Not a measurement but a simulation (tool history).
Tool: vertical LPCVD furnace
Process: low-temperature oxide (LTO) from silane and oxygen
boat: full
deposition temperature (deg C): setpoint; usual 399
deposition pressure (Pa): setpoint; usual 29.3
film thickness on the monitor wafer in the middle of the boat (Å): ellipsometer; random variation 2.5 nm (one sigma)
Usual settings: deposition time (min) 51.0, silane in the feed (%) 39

| run | hour | deposition temperature (deg C) | deposition pressure (Pa) | deposition time (min) | silane in the feed (%) | wafers since the last listed run | hours since the last temperature calibration | hours since the pressure gauge was zeroed | hours since the silane flow controller was replaced | hours since the gauge calibration | read-back reference wafer on the same gauge, thickness | film thickness on the monitor wafer in the middle of the boat (Å) |
|---|---|---|---|---|---|---|---|---|---|---|---|---|
| 1 | 0.0 | 399 | 29.3 | 51.0 | 39 | 0 | 54.6 | 3485.1 | 6464.7 | 1310.0 | 395.02 | 4476.7 |
| 2 | 35.3 | 399 | 29.3 | 51.0 | 39 | 526 | 89.9 | 3520.4 | 6500.0 | 1345.3 | 395.00 | 4456.1 |
| 3 | 66.2 | 399 | 29.3 | 51.0 | 44 | 460 | 120.8 | 3551.3 | 6530.9 | 1376.2 | 394.88 | 5191.0 |
| 4 | 79.0 | 393 | 29.3 | 51.0 | 34 | 190 | 133.6 | 3564.1 | 6543.7 | 1389.0 | 395.39 | 3499.1 |
| 5 | 108.6 | 408 | 32.7 | 51.0 | 39 | 441 | 163.2 | 3593.7 | 6573.3 | 1418.6 | 394.90 | 5443.2 |
| 6 | 127.6 | 408 | 32.7 | 51.0 | 39 | 283 | 182.2 | 3612.7 | 6592.3 | 1437.6 | 394.89 | 5458.1 |
| 7 | 140.5 | 399 | 29.3 | 51.0 | 39 | 192 | 195.1 | 3625.6 | 6605.2 | 1450.5 | 395.76 | 4418.6 |
| 8 | 166.9 | 399 | 29.3 | 51.0 | 39 | 393 | 221.5 | 3652.0 | 6631.6 | 1476.9 | 394.86 | 4492.0 |
| 9 | 184.0 | 399 | 24.7 | 51.0 | 39 | 254 | 238.6 | 3669.1 | 6648.7 | 1494.0 | 395.81 | 3735.8 |
| 10 | 214.8 | 399 | 29.3 | 51.0 | 39 | 459 | 269.4 | 3699.9 | 6679.5 | 1524.8 | 395.30 | 4407.7 |
| 11 | 228.8 | 399 | 26.0 | 51.0 | 39 | 208 | 283.4 | 3713.9 | 6693.5 | 1538.8 | 394.67 | 3951.4 |
| 12 | 255.7 | 399 | 29.3 | 51.0 | 39 | 400 | 310.3 | 3740.8 | 6720.4 | 1565.7 | 396.44 | 4470.5 |
| 13 | 270.7 | 406 | 23.3 | 42.0 | 46 | 223 | 325.3 | 3755.8 | 6735.4 | 1580.7 | 395.16 | 3773.8 |
| 14 | 294.8 | 399 | 29.3 | 51.0 | 42 | 359 | 349.4 | 3779.9 | 6759.5 | 1604.8 | 395.97 | 4890.9 |
|  | 311.2 | gauge calibrated |
| 15 | 330.7 | 399 | 29.3 | 51.0 | 32 | 535 | 385.3 | 3815.8 | 6795.4 | 19.5 | 384.90 | 3348.9 |
| 16 | 344.2 | 399 | 29.3 | 51.0 | 39 | 201 | 398.8 | 3829.3 | 6808.9 | 33.0 | 386.09 | 4355.6 |

The next listed run, before its measurement:
|  | 431.5 | silane flow controller replaced |
| 17 | 432.0 | 399 | 29.3 | 36.5 | 39 | 951 | 486.6 | 3917.1 | 0.5 | 120.8 | ? | ? |

{"run 17": {"read-back reference wafer on the same gauge, thickness": 385.74, "film thickness on the monitor wafer in the middle of the boat (Å)": 3136.3}}
Without the tool's hidden state the same run would have given film thickness on the monitor wafer in the middle of the boat (Å) 3123.4.
